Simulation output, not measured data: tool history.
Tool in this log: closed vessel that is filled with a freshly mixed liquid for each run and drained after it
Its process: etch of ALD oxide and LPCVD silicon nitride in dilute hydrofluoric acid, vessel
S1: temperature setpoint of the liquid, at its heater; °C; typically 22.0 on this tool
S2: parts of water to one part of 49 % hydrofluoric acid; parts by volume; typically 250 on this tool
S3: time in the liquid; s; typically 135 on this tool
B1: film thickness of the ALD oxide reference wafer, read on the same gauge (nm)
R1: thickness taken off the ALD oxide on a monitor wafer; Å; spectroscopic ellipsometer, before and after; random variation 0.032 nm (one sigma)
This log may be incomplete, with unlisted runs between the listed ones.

run	hour	S1	S2	S3	B1	R1
1	0.0	22.0	250	170	30.008	61.86
2	12.5	22.0	250	170	30.009	61.68
3	41.7	22.0	250	135	29.992	48.89
4	63.7	22.0	250	135	30.003	49.69
5	88.2	22.0	250	135	29.988	49.50
6	106.5	19.5	250	135	29.969	45.26
7	122.9	19.5	250	135	30.024	45.11
8	148.8	22.0	250	135	29.991	49.01
9	166.0	22.0	250	135	30.004	49.16
# hour 172.4: gauge calibrated
10	184.0	22.0	250	135	29.995	49.98
11	218.4	22.0	250	135	29.993	50.30
12	235.2	22.0	250	80	29.967	29.50
# hour 253.0: thermometer replaced
13	267.4	19.5	250	195	29.980	64.67
14	297.1	26.0	250	105	30.026	44.90
15	317.7	24.0	250	170	29.994	68.62
16	342.4	19.5	250	135	30.012	45.58

The next listed run, before its measurement:
# hour 359.6: hydrofluoric acid flow meter replaced
17	368.4	17.0	345	135	?	?

{"run 17": {"B1": 29.997, "R1": 24.35}}
The same run, on a tool lacking any hidden state, would have yielded R1 23.92 Å.
